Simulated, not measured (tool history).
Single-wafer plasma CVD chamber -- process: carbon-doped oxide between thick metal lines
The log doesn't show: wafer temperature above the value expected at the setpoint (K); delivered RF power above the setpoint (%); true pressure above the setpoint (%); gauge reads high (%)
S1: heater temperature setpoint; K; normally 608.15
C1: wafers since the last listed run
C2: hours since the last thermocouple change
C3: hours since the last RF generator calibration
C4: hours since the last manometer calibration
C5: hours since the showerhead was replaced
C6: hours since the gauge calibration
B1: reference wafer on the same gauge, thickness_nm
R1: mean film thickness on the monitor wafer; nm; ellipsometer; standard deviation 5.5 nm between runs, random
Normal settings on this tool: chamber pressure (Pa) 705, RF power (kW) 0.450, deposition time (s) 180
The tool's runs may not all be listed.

{"run": 1, "hour": 0.0, "S1": 608.15, "chamber pressure (Pa)": 705, "RF power (kW)": 0.45, "deposition time (s)": 180, "C1": 0, "C2": 1287.0, "C3": 1511.8, "C4": 1805.8, "C5": 3602.4, "C6": 38.2, "B1": 1062.753, "R1": 940.273}
{"run": 2, "hour": 11.8, "S1": 608.15, "chamber pressure (Pa)": 705, "RF power (kW)": 0.45, "deposition time (s)": 180, "C1": 103, "C2": 1298.8, "C3": 1523.6, "C4": 1817.6, "C5": 3614.2, "C6": 50.0, "B1": 1062.857, "R1": 937.314}
{"run": 3, "hour": 23.4, "S1": 608.15, "chamber pressure (Pa)": 705, "RF power (kW)": 0.45, "deposition time (s)": 180, "C1": 101, "C2": 1310.4, "C3": 1535.2, "C4": 1829.2, "C5": 3625.8, "C6": 61.6, "B1": 1062.485, "R1": 929.264}
{"run": 4, "hour": 35.4, "S1": 608.15, "chamber pressure (Pa)": 705, "RF power (kW)": 0.45, "deposition time (s)": 163, "C1": 105, "C2": 1322.4, "C3": 1547.2, "C4": 1841.2, "C5": 3637.8, "C6": 73.6, "B1": 1060.599, "R1": 849.479}
{"run": 5, "hour": 42.4, "S1": 608.15, "chamber pressure (Pa)": 705, "RF power (kW)": 0.45, "deposition time (s)": 163, "C1": 61, "C2": 1329.4, "C3": 1554.2, "C4": 1848.2, "C5": 3644.8, "C6": 80.6, "B1": 1063.191, "R1": 849.019}
{"run": 6, "hour": 56.2, "S1": 608.15, "chamber pressure (Pa)": 705, "RF power (kW)": 0.45, "deposition time (s)": 163, "C1": 121, "C2": 1343.2, "C3": 1568.0, "C4": 1862.0, "C5": 3658.6, "C6": 94.4, "B1": 1060.801, "R1": 849.059}
{"run": 7, "hour": 72.4, "S1": 608.15, "chamber pressure (Pa)": 705, "RF power (kW)": 0.45, "deposition time (s)": 180, "C1": 142, "C2": 1359.4, "C3": 1584.2, "C4": 1878.2, "C5": 3674.8, "C6": 110.6, "B1": 1062.985, "R1": 940.362}
{"run": 8, "hour": 99.7, "S1": 608.15, "chamber pressure (Pa)": 705, "RF power (kW)": 0.45, "deposition time (s)": 180, "C1": 239, "C2": 1386.7, "C3": 1611.5, "C4": 1905.5, "C5": 3702.1, "C6": 137.9, "B1": 1060.558, "R1": 931.531}
{"run": 9, "hour": 108.0, "S1": 608.15, "chamber pressure (Pa)": 705, "RF power (kW)": 0.45, "deposition time (s)": 180, "C1": 72, "C2": 1395.0, "C3": 1619.8, "C4": 1913.8, "C5": 3710.4, "C6": 146.2, "B1": 1060.955, "R1": 943.39}
{"hour": 119.7, "done": "showerhead replaced"}
{"run": 10, "hour": 123.6, "S1": 608.15, "chamber pressure (Pa)": 705, "RF power (kW)": 0.45, "deposition time (s)": 180, "C1": 66, "C2": 1410.6, "C3": 1635.4, "C4": 1929.4, "C5": 3.9, "C6": 161.8, "B1": 1062.35, "R1": 943.937}
{"hour": 132.3, "done": "gauge calibrated"}
{"run": 11, "hour": 136.4, "S1": 608.15, "chamber pressure (Pa)": 705, "RF power (kW)": 0.45, "deposition time (s)": 180, "C1": 112, "C2": 1423.4, "C3": 1648.2, "C4": 1942.2, "C5": 16.7, "C6": 4.1, "B1": 1061.819, "R1": 945.065}
{"run": 12, "hour": 153.6, "S1": 608.15, "chamber pressure (Pa)": 705, "RF power (kW)": 0.45, "deposition time (s)": 190, "C1": 151, "C2": 1440.6, "C3": 1665.4, "C4": 1959.4, "C5": 33.9, "C6": 21.3, "B1": 1061.691, "R1": 987.574}
{"hour": 165.1, "done": "thermocouple changed; heater temperature recalibrated"}
{"run": 13, "hour": 165.6, "S1": 608.15, "chamber pressure (Pa)": 648, "RF power (kW)": 0.45, "deposition time (s)": 180, "C1": 35, "C2": 0.5, "C3": 1677.4, "C4": 1971.4, "C5": 45.9, "C6": 33.3, "B1": 1061.711, "R1": 937.677}
{"hour": 176.5, "done": "RF generator calibrated"}
{"run": 14, "hour": 177.0, "S1": 599.15, "chamber pressure (Pa)": 568, "RF power (kW)": 0.505, "deposition time (s)": 214, "C1": 29, "C2": 11.9, "C3": 0.5, "C4": 1982.8, "C5": 57.3, "C6": 44.7, "B1": 1060.572, "R1": 1223.498}
{"run": 15, "hour": 181.2, "S1": 608.15, "chamber pressure (Pa)": 845, "RF power (kW)": 0.45, "deposition time (s)": 180, "C1": 36, "C2": 16.1, "C3": 4.7, "C4": 1987.0, "C5": 61.5, "C6": 48.9, "B1": 1061.694, "R1": 963.994}
{"run": 16, "hour": 194.0, "S1": 608.15, "chamber pressure (Pa)": 705, "RF power (kW)": 0.45, "deposition time (s)": 192, "C1": 112, "C2": 28.9, "C3": 17.5, "C4": 1999.8, "C5": 74.3, "C6": 61.7, "B1": 1061.895, "R1": 1004.057}
{"run": 17, "hour": 204.8, "S1": 602.15, "chamber pressure (Pa)": 535, "RF power (kW)": 0.49, "deposition time (s)": 144, "C1": 94, "C2": 39.7, "C3": 28.3, "C4": 2010.6, "C5": 85.1, "C6": 72.5, "B1": 1061.966, "R1": 792.402}
{"run": 18, "hour": 216.1, "S1": 608.15, "chamber pressure (Pa)": 705, "RF power (kW)": 0.45, "deposition time (s)": 207, "C1": 99, "C2": 51.0, "C3": 39.6, "C4": 2021.9, "C5": 96.4, "C6": 83.8, "B1": 1061.627, "R1": 1080.601}
{"hour": 238.1, "done": "capacitance manometer re-zeroed and calibrated"}
{"run": 19, "hour": 238.6, "S1": 608.15, "chamber pressure (Pa)": 755, "RF power (kW)": 0.45, "deposition time (s)": 180, "C1": 127, "C2": 73.5, "C3": 62.1, "C4": 0.5, "C5": 118.9, "C6": 106.3, "B1": 1061.667, "R1": 951.213}
{"run": 20, "hour": 248.1, "S1": 599.15, "chamber pressure (Pa)": 705, "RF power (kW)": 0.45, "deposition time (s)": 180, "C1": 83, "C2": 83.0, "C3": 71.6, "C4": 10.0, "C5": 128.4, "C6": 115.8, "B1": 1061.732, "R1": 975.369}
{"run": 21, "hour": 254.8, "S1": 608.15, "chamber pressure (Pa)": 705, "RF power (kW)": 0.45, "deposition time (s)": 180, "C1": 58, "C2": 89.7, "C3": 78.3, "C4": 16.7, "C5": 135.1, "C6": 122.5, "B1": 1062.086, "R1": 940.498}
{"run": 22, "hour": 260.9, "S1": 600.15, "chamber pressure (Pa)": 705, "RF power (kW)": 0.45, "deposition time (s)": 180, "C1": 53, "C2": 95.8, "C3": 84.4, "C4": 22.8, "C5": 141.2, "C6": 128.6, "B1": 1061.695, "R1": 975.964}
{"run": 23, "hour": 273.4, "S1": 608.15, "chamber pressure (Pa)": 705, "RF power (kW)": 0.45, "deposition time (s)": 146, "C1": 109, "C2": 108.3, "C3": 96.9, "C4": 35.3, "C5": 153.7, "C6": 141.1, "B1": 1061.084, "R1": 758.619}
{"hour": 277.5, "done": "gauge calibrated"}
{"run": 24, "hour": 300.0, "S1": 613.15, "chamber pressure (Pa)": 705, "RF power (kW)": 0.45, "deposition time (s)": 146, "C1": 233, "C2": 134.9, "C3": 123.5, "C4": 61.9, "C5": 180.3, "C6": 22.5, "B1": 1060.679, "R1": 747.905}
{"run": 25, "hour": 316.2, "S1": 608.15, "chamber pressure (Pa)": 705, "RF power (kW)": 0.45, "deposition time (s)": 180, "C1": 142, "C2": 151.1, "C3": 139.7, "C4": 78.1, "C5": 196.5, "C6": 38.7, "B1": 1061.169, "R1": 944.732}

Predict each of these 4 candidate next runs independently; none follows another, all start after run 25:
{"run": "A", "hour": 316.6, "S1": 608.15, "chamber pressure (Pa)": 705, "RF power (kW)": 0.535, "deposition time (s)": 180, "C1": 3, "C2": 151.5, "C3": 140.1, "C4": 78.5, "C5": 196.9, "C6": 39.1, "B1": "?", "R1": "?"}
{"run": "B", "hour": 316.6, "S1": 619.15, "chamber pressure (Pa)": 773, "RF power (kW)": 0.425, "deposition time (s)": 153, "C1": 3, "C2": 151.5, "C3": 140.1, "C4": 78.5, "C5": 196.9, "C6": 39.1, "B1": "?", "R1": "?"}
{"run": "C", "hour": 316.6, "S1": 604.15, "chamber pressure (Pa)": 548, "RF power (kW)": 0.375, "deposition time (s)": 180, "C1": 3, "C2": 151.5, "C3": 140.1, "C4": 78.5, "C5": 196.9, "C6": 39.1, "B1": "?", "R1": "?"}
{"run": "D", "hour": 316.6, "S1": 612.15, "chamber pressure (Pa)": 705, "RF power (kW)": 0.45, "deposition time (s)": 203, "C1": 3, "C2": 151.5, "C3": 140.1, "C4": 78.5, "C5": 196.9, "C6": 39.1, "B1": "?", "R1": "?"}

run=A B1=1063.786 R1=1076.850
run=B B1=1063.786 R1=730.560
run=C B1=1063.786 R1=742.857
run=D B1=1063.786 R1=1035.555
With the hidden condition removed and each run's random variation left untouched, the same runs would have given:
run=A R1=1076.850
run=B R1=730.560
run=C R1=742.857
run=D R1=1035.555
